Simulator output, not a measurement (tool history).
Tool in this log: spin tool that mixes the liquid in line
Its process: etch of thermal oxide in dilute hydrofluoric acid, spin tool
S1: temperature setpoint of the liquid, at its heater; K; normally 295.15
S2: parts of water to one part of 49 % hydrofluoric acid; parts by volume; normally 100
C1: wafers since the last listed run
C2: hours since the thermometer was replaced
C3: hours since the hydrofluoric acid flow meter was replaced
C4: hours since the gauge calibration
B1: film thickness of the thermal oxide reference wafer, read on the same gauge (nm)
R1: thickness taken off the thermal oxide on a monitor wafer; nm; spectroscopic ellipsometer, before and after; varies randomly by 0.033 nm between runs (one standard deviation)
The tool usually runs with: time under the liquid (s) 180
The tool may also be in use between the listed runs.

{"run": 1, "hour": 0.0, "S1": 295.15, "S2": 100, "time under the liquid (s)": 180, "C1": 0, "C2": 1260.3, "C3": 644.6, "C4": 407.9, "B1": 100.03, "R1": 7.79}
{"hour": 29.5, "done": "hydrofluoric acid flow meter replaced"}
{"run": 2, "hour": 38.5, "S1": 295.15, "S2": 100, "time under the liquid (s)": 180, "C1": 325, "C2": 1298.8, "C3": 9.0, "C4": 446.4, "B1": 100.01, "R1": 7.99}
{"run": 3, "hour": 220.9, "S1": 295.15, "S2": 100, "time under the liquid (s)": 180, "C1": 1581, "C2": 1481.2, "C3": 191.4, "C4": 628.8, "B1": 100.01, "R1": 7.87}
{"run": 4, "hour": 420.4, "S1": 295.15, "S2": 100, "time under the liquid (s)": 180, "C1": 1729, "C2": 1680.7, "C3": 390.9, "C4": 828.3, "B1": 99.98, "R1": 7.79}
{"run": 5, "hour": 452.7, "S1": 295.15, "S2": 100, "time under the liquid (s)": 180, "C1": 280, "C2": 1713.0, "C3": 423.2, "C4": 860.6, "B1": 99.99, "R1": 7.8}
{"run": 6, "hour": 478.5, "S1": 295.15, "S2": 100, "time under the liquid (s)": 180, "C1": 223, "C2": 1738.8, "C3": 449.0, "C4": 886.4, "B1": 100.0, "R1": 7.79}
{"run": 7, "hour": 525.5, "S1": 295.15, "S2": 100, "time under the liquid (s)": 180, "C1": 407, "C2": 1785.8, "C3": 496.0, "C4": 933.4, "B1": 100.01, "R1": 7.81}
{"run": 8, "hour": 555.2, "S1": 295.15, "S2": 100, "time under the liquid (s)": 180, "C1": 257, "C2": 1815.5, "C3": 525.7, "C4": 963.1, "B1": 99.99, "R1": 7.83}
{"run": 9, "hour": 617.6, "S1": 295.15, "S2": 100, "time under the liquid (s)": 180, "C1": 541, "C2": 1877.9, "C3": 588.1, "C4": 1025.5, "B1": 100.05, "R1": 7.72}
{"hour": 664.7, "done": "hydrofluoric acid flow meter replaced"}
{"hour": 705.2, "done": "gauge calibrated"}
{"run": 10, "hour": 750.2, "S1": 295.15, "S2": 100, "time under the liquid (s)": 180, "C1": 1141, "C2": 2010.5, "C3": 85.5, "C4": 45.0, "B1": 99.99, "R1": 7.97}
{"run": 11, "hour": 798.9, "S1": 295.15, "S2": 100, "time under the liquid (s)": 180, "C1": 422, "C2": 2059.2, "C3": 134.2, "C4": 93.7, "B1": 100.0, "R1": 7.95}
{"run": 12, "hour": 863.1, "S1": 295.15, "S2": 100, "time under the liquid (s)": 180, "C1": 556, "C2": 2123.4, "C3": 198.4, "C4": 157.9, "B1": 100.01, "R1": 7.9}
{"run": 13, "hour": 928.2, "S1": 295.15, "S2": 100, "time under the liquid (s)": 180, "C1": 564, "C2": 2188.5, "C3": 263.5, "C4": 223.0, "B1": 100.0, "R1": 7.88}
{"run": 14, "hour": 965.0, "S1": 295.15, "S2": 100, "time under the liquid (s)": 180, "C1": 319, "C2": 2225.3, "C3": 300.3, "C4": 259.8, "B1": 99.95, "R1": 7.87}
{"run": 15, "hour": 1028.6, "S1": 293.65, "S2": 80, "time under the liquid (s)": 150, "C1": 551, "C2": 2288.9, "C3": 363.9, "C4": 323.4, "B1": 100.02, "R1": 7.83}
{"run": 16, "hour": 1093.5, "S1": 295.15, "S2": 145, "time under the liquid (s)": 210, "C1": 562, "C2": 2353.8, "C3": 428.8, "C4": 388.3, "B1": 100.0, "R1": 5.93}
{"run": 17, "hour": 1157.5, "S1": 296.65, "S2": 130, "time under the liquid (s)": 180, "C1": 554, "C2": 2417.8, "C3": 492.8, "C4": 452.3, "B1": 99.97, "R1": 6.13}
{"hour": 1201.8, "done": "thermometer replaced"}
{"run": 18, "hour": 1216.8, "S1": 293.65, "S2": 80, "time under the liquid (s)": 150, "C1": 505, "C2": 15.0, "C3": 552.1, "C4": 511.6, "B1": 100.01, "R1": 7.79}
{"run": 19, "hour": 1287.7, "S1": 296.65, "S2": 145, "time under the liquid (s)": 230, "C1": 614, "C2": 85.9, "C3": 623.0, "C4": 582.5, "B1": 99.99, "R1": 6.85}
{"run": 20, "hour": 1330.9, "S1": 297.65, "S2": 75, "time under the liquid (s)": 95, "C1": 374, "C2": 129.1, "C3": 666.2, "C4": 625.7, "B1": 100.0, "R1": 6.22}
{"run": 21, "hour": 1370.6, "S1": 298.15, "S2": 100, "time under the liquid (s)": 180, "C1": 344, "C2": 168.8, "C3": 705.9, "C4": 665.4, "B1": 100.02, "R1": 8.65}
{"hour": 1381.3, "done": "hydrofluoric acid flow meter replaced"}
{"run": 22, "hour": 1423.2, "S1": 297.15, "S2": 115, "time under the liquid (s)": 180, "C1": 447, "C2": 221.4, "C3": 41.9, "C4": 718.0, "B1": 99.98, "R1": 7.33}
{"run": 23, "hour": 1479.9, "S1": 295.15, "S2": 145, "time under the liquid (s)": 180, "C1": 491, "C2": 278.1, "C3": 98.6, "C4": 774.7, "B1": 100.0, "R1": 5.21}
{"run": 24, "hour": 1529.5, "S1": 295.15, "S2": 100, "time under the liquid (s)": 180, "C1": 430, "C2": 327.7, "C3": 148.2, "C4": 824.3, "B1": 100.03, "R1": 7.95}
{"run": 25, "hour": 1582.6, "S1": 296.65, "S2": 70, "time under the liquid (s)": 245, "C1": 460, "C2": 380.8, "C3": 201.3, "C4": 877.4, "B1": 100.03, "R1": 17.05}
{"run": 26, "hour": 1620.4, "S1": 291.15, "S2": 75, "time under the liquid (s)": 180, "C1": 327, "C2": 418.6, "C3": 239.1, "C4": 915.2, "B1": 99.99, "R1": 9.2}

Selected run-to-run steps in R1, each split into two signed amounts: the part the tool would show with no hidden state at all (from settings, incoming material and random variation), and the remainder, which goes to the hidden state together with any gauge scatter not common to the measured and the hidden-state-free results:
Unlogged tool condition in this case: liquid colder than its thermometer reads (K); hydrofluoric acid flow below the setpoint (%); gauge reads high (%).
Run 1 -> 2: hydrofluoric acid flow meter replaced. R1 +0.20 nm: hidden state +0.30, all else -0.10.
Run 21 -> 22: S1 298.15 -> 297.15, S2 100 -> 115, hydrofluoric acid flow meter replaced. R1 -1.32 nm: hidden state +0.36, all else -1.68.
Run 24 -> 25: S1 295.15 -> 296.65, S2 100 -> 70, time under the liquid (s) 180 -> 245. R1 +9.10 nm: hidden state -0.13, all else +9.23.
Run 25 -> 26: S1 296.65 -> 291.15, S2 70 -> 75, time under the liquid (s) 245 -> 180. R1 -7.85 nm: hidden state +0.08, all else -7.93.
